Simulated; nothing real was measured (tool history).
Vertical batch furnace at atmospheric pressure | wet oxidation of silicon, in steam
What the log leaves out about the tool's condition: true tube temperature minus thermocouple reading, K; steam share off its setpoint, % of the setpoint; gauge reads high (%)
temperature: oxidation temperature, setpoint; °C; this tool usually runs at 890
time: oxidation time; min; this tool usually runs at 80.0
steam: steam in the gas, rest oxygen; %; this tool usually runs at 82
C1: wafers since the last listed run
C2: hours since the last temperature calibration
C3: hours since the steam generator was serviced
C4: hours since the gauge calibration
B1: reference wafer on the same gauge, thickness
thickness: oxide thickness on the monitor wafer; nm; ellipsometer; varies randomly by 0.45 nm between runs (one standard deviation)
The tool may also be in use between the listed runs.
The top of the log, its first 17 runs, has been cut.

{"run": 18, "day": 20.521, "temperature": 890, "time": 80.0, "steam": 82, "C1": 505, "C2": 155.9, "C3": 163.4, "C4": 295.4, "B1": 157.05, "thickness": 160.64}
{"run": 19, "day": 21.075, "temperature": 904, "time": 92.0, "steam": 78, "C1": 107, "C2": 169.2, "C3": 176.7, "C4": 308.7, "B1": 157.12, "thickness": 206.41}
{"run": 20, "day": 21.946, "temperature": 890, "time": 80.0, "steam": 82, "C1": 168, "C2": 190.1, "C3": 197.6, "C4": 329.6, "B1": 157.01, "thickness": 161.16}
{"run": 21, "day": 22.462, "temperature": 890, "time": 118.5, "steam": 82, "C1": 99, "C2": 202.5, "C3": 210.0, "C4": 342.0, "B1": 156.93, "thickness": 219.6}
{"run": 22, "day": 23.617, "temperature": 890, "time": 80.0, "steam": 82, "C1": 223, "C2": 230.2, "C3": 237.7, "C4": 369.7, "B1": 157.04, "thickness": 159.95}
{"run": 23, "day": 25.004, "temperature": 890, "time": 80.0, "steam": 82, "C1": 268, "C2": 263.5, "C3": 271.0, "C4": 403.0, "B1": 157.06, "thickness": 160.53}
{"run": 24, "day": 26.025, "temperature": 909, "time": 67.0, "steam": 92, "C1": 197, "C2": 288.0, "C3": 295.5, "C4": 427.5, "B1": 156.94, "thickness": 192.1}
{"run": 25, "day": 26.954, "temperature": 890, "time": 80.0, "steam": 82, "C1": 179, "C2": 310.3, "C3": 317.8, "C4": 449.8, "B1": 157.05, "thickness": 159.65}
{"run": 26, "day": 27.862, "temperature": 871, "time": 80.0, "steam": 82, "C1": 175, "C2": 332.1, "C3": 339.6, "C4": 471.6, "B1": 157.01, "thickness": 124.22}
{"run": 27, "day": 28.725, "temperature": 890, "time": 80.0, "steam": 82, "C1": 166, "C2": 352.8, "C3": 360.3, "C4": 492.3, "B1": 156.96, "thickness": 158.6}
{"run": 28, "day": 30.517, "temperature": 905, "time": 51.5, "steam": 82, "C1": 346, "C2": 395.8, "C3": 403.3, "C4": 535.3, "B1": 157.04, "thickness": 135.23}
{"run": 29, "day": 31.092, "temperature": 890, "time": 80.0, "steam": 76, "C1": 111, "C2": 409.6, "C3": 417.1, "C4": 549.1, "B1": 157.06, "thickness": 149.81}
{"run": 30, "day": 34.333, "temperature": 915, "time": 106.5, "steam": 82, "C1": 627, "C2": 487.4, "C3": 494.9, "C4": 626.9, "B1": 156.91, "thickness": 267.87}
{"run": 31, "day": 35.183, "temperature": 910, "time": 44.5, "steam": 90, "C1": 164, "C2": 507.8, "C3": 515.3, "C4": 647.3, "B1": 156.99, "thickness": 137.42}
{"run": 32, "day": 36.292, "temperature": 890, "time": 80.0, "steam": 82, "C1": 214, "C2": 534.4, "C3": 541.9, "C4": 673.9, "B1": 156.98, "thickness": 158.68}
{"run": 33, "day": 37.017, "temperature": 902, "time": 53.0, "steam": 73, "C1": 140, "C2": 551.8, "C3": 559.3, "C4": 691.3, "B1": 157.06, "thickness": 121.25}
{"run": 34, "day": 38.217, "temperature": 910, "time": 80.0, "steam": 82, "C1": 232, "C2": 580.6, "C3": 588.1, "C4": 720.1, "B1": 157.06, "thickness": 202.31}
{"run": 35, "day": 39.45, "temperature": 890, "time": 112.5, "steam": 82, "C1": 238, "C2": 610.2, "C3": 617.7, "C4": 749.7, "B1": 157.0, "thickness": 207.03}
{"run": 36, "day": 40.421, "temperature": 866, "time": 80.0, "steam": 76, "C1": 187, "C2": 633.5, "C3": 641.0, "C4": 773.0, "B1": 156.92, "thickness": 108.25}
{"run": 37, "day": 41.054, "temperature": 890, "time": 80.0, "steam": 82, "C1": 122, "C2": 648.7, "C3": 656.2, "C4": 788.2, "B1": 157.05, "thickness": 158.47}

Branching from run 37: 5 alternative next runs. What would each branch give?
{"run": "A", "day": 41.292, "temperature": 907, "time": 80.0, "steam": 82, "C1": 45, "C2": 654.4, "C3": 661.9, "C4": 793.9, "B1": "?", "thickness": "?"}
{"run": "B", "day": 41.292, "temperature": 898, "time": 97.0, "steam": 93, "C1": 45, "C2": 654.4, "C3": 661.9, "C4": 793.9, "B1": "?", "thickness": "?"}
{"run": "C", "day": 41.292, "temperature": 865, "time": 80.0, "steam": 87, "C1": 45, "C2": 654.4, "C3": 661.9, "C4": 793.9, "B1": "?", "thickness": "?"}
{"run": "D", "day": 41.292, "temperature": 868, "time": 94.0, "steam": 74, "C1": 45, "C2": 654.4, "C3": 661.9, "C4": 793.9, "B1": "?", "thickness": "?"}
{"run": "E", "day": 41.292, "temperature": 890, "time": 62.5, "steam": 82, "C1": 45, "C2": 654.4, "C3": 661.9, "C4": 793.9, "B1": "?", "thickness": "?"}

run=A B1=156.98 thickness=195.42
run=B B1=156.98 thickness=226.15
run=C B1=156.98 thickness=118.90
run=D B1=156.98 thickness=123.84
run=E B1=156.98 thickness=130.40
With the hidden condition removed and each run's random variation left untouched, the same runs would have given:
run=A thickness=202.82
run=B thickness=234.64
run=C thickness=123.21
run=D thickness=128.36
run=E thickness=135.18
